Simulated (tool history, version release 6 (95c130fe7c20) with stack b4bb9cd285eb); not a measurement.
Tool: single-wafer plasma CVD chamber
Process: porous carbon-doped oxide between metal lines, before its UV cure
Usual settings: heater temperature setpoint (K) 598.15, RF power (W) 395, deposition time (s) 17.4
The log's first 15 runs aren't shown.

| run | day | heater temperature setpoint (K) | RF power (W) | deposition time (s) | wafers since the last listed run | hours since the last thermocouple change | hours since the last RF generator calibration | hours since the showerhead was replaced | hours since the gauge calibration | read-back reference wafer on the same gauge, thickness_nm | mean film thickness on the monitor wafer (angstrom) |
|---|---|---|---|---|---|---|---|---|---|---|---|
| 16 | 6.971 | 598.15 | 445 | 17.4 | 337 | 1182.4 | 1960.9 | 4658.0 | 49.8 | 61.787 | 830.97 |
| 17 | 7.312 | 603.15 | 450 | 16.0 | 167 | 1190.6 | 1969.1 | 4666.2 | 58.0 | 61.781 | 749.74 |
| 18 | 7.725 | 598.15 | 345 | 19.0 | 202 | 1200.5 | 1979.0 | 4676.1 | 67.9 | 61.770 | 720.73 |
| 19 | 8.183 | 592.15 | 395 | 17.4 | 224 | 1211.5 | 1990.0 | 4687.1 | 78.9 | 61.788 | 774.83 |
|  | 8.671 | thermocouple changed; heater temperature recalibrated |
| 20 | 8.888 | 592.15 | 395 | 17.4 | 181 | 5.2 | 2006.9 | 4704.0 | 95.8 | 61.836 | 749.11 |
| 21 | 9.192 | 598.15 | 395 | 17.4 | 149 | 12.5 | 2014.2 | 4711.3 | 103.1 | 61.821 | 720.81 |
| 22 | 9.542 | 598.15 | 340 | 17.4 | 171 | 20.9 | 2022.6 | 4719.7 | 111.5 | 61.803 | 629.12 |
|  | 10.162 | RF generator calibrated |
| 23 | 10.183 | 591.15 | 345 | 20.3 | 151 | 36.3 | 0.5 | 4735.1 | 126.9 | 61.815 | 771.33 |
| 24 | 10.375 | 598.15 | 475 | 17.4 | 94 | 40.9 | 5.1 | 4739.7 | 131.5 | 61.824 | 842.80 |
| 25 | 10.717 | 609.15 | 355 | 18.3 | 167 | 49.1 | 13.3 | 4747.9 | 139.7 | 61.790 | 652.26 |
|  | 11.067 | showerhead replaced, of another model than before |
| 26 | 11.325 | 606.15 | 450 | 17.4 | 134 | 63.7 | 27.9 | 6.2 | 154.3 | 61.825 | 748.63 |
| 27 | 11.725 | 598.15 | 355 | 15.5 | 196 | 73.3 | 37.5 | 15.8 | 163.9 | 61.781 | 608.20 |
| 28 | 13.162 | 605.15 | 440 | 17.4 | 705 | 107.8 | 72.0 | 50.3 | 198.4 | 61.806 | 745.82 |
|  | 13.742 | gauge calibrated |
| 29 | 13.779 | 589.15 | 455 | 16.1 | 302 | 122.6 | 86.8 | 65.1 | 0.9 | 61.792 | 775.18 |
| 30 | 14.438 | 591.15 | 455 | 16.1 | 322 | 138.4 | 102.6 | 80.9 | 16.7 | 61.814 | 768.00 |
| 31 | 14.862 | 593.15 | 475 | 17.4 | 208 | 148.6 | 112.8 | 91.1 | 26.9 | 61.776 | 836.33 |

3 ways to go on from here, each from the tool as it stands after run 31. What would each give?
| A | 14.879 | 598.15 | 395 | 17.4 | 8 | 149.0 | 113.2 | 91.5 | 27.3 | ? | ? |
| B | 14.879 | 598.15 | 445 | 18.8 | 8 | 149.0 | 113.2 | 91.5 | 27.3 | ? | ? |
| C | 14.879 | 605.15 | 365 | 17.4 | 8 | 149.0 | 113.2 | 91.5 | 27.3 | ? | ? |

| run | read-back reference wafer on the same gauge, thickness_nm | mean film thickness on the monitor wafer (angstrom) |
|---|---|---|
| A | 61.796 | 728.79 |
| B | 61.796 | 844.95 |
| C | 61.796 | 668.08 |
Without the tool's hidden state the same runs would have given:
| run | mean film thickness on the monitor wafer (angstrom) |
|---|---|
| A | 722.33 |
| B | 837.45 |
| C | 662.61 |
